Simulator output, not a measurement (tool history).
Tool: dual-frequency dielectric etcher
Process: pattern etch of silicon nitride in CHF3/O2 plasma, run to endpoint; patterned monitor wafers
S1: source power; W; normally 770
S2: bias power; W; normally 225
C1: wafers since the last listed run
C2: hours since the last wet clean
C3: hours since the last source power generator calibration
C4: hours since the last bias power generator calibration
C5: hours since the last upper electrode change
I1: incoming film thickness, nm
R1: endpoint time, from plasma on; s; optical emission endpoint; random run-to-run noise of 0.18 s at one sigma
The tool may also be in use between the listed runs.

run     day   S1   S2   C1     C2      C3      C4      C5    I1    R1
  1   0.000  770  247    0  240.8  4949.0  2934.5  3567.0  97.3  57.5
  2   0.254  770  247   40  246.9  4955.1  2940.6  3573.1  98.3  57.9
  3   0.642  770  225   61  256.2  4964.4  2949.9  3582.4  98.1  58.9
  4   2.112  770  225  231  291.5  4999.7  2985.2  3617.7  97.7  58.6
  5   2.696  770  225   91  305.5  5013.7  2999.2  3631.7  97.8  58.6
  6   3.000  770  262   47  312.8  5021.0  3006.5  3639.0  98.2  56.3
      3.408  -- bias power generator calibrated
  7   3.512  770  262   54  325.1  5033.3     2.5  3651.3  97.3  55.9
  8   3.875  770  262   57  333.8  5042.0    11.2  3660.0  98.3  56.3
  9   4.146  770  257   42  340.3  5048.5    17.7  3666.5  96.8  55.8
      5.388  -- upper electrode replaced
      6.379  -- wet clean of the chamber
 10   6.400  770  257   41    0.5  5102.6    71.8    24.3  98.3  57.8
 11   6.412  770  246    1    0.8  5102.9    72.1    24.6  97.7  58.3
 12   6.425  690  248    1    1.1  5103.2    72.4    24.9  98.3  60.4
 13   7.021  770  225   93   15.4  5117.5    86.7    39.2  96.2  58.4
      7.588  -- source power generator calibrated
 14   7.750  770  253   88   32.9     3.9   104.2    56.7  98.0  57.8
 15   8.246  620  173   78   44.8    15.8   116.1    68.6  96.3  66.8
 16   8.829  690  202   91   58.8    29.8   130.1    82.6  98.6  64.0
 17   9.358  950  240   83   71.5    42.5   142.8    95.3  97.2  54.0
 18   9.983  820  254   98   86.5    57.5   157.8   110.3  97.8  56.3
 19  10.708  870  225  114  103.9    74.9   175.2   127.7  97.6  56.7

Consider 5 possible next runs. They are alternatives, not a sequence: every one starts from the tool as it was left by run 19. What does each give?
  A  10.725  590  225   2  104.3  75.3  175.6  128.1  98.2   ?
  B  10.725  670  264   2  104.3  75.3  175.6  128.1  98.2   ?
  C  10.725  660  255   2  104.3  75.3  175.6  128.1  98.2   ?
  D  10.725  850  189   2  104.3  75.3  175.6  128.1  98.2   ?
  E  10.725  680  281   2  104.3  75.3  175.6  128.1  98.2   ?

run    R1
  A  64.8
  B  59.6
  C  60.5
  D  60.1
  E  58.3
What these runs would have given with no unlogged condition in the tool:
run    R1
  A  65.8
  B  60.5
  C  61.3
  D  61.0
  E  59.1
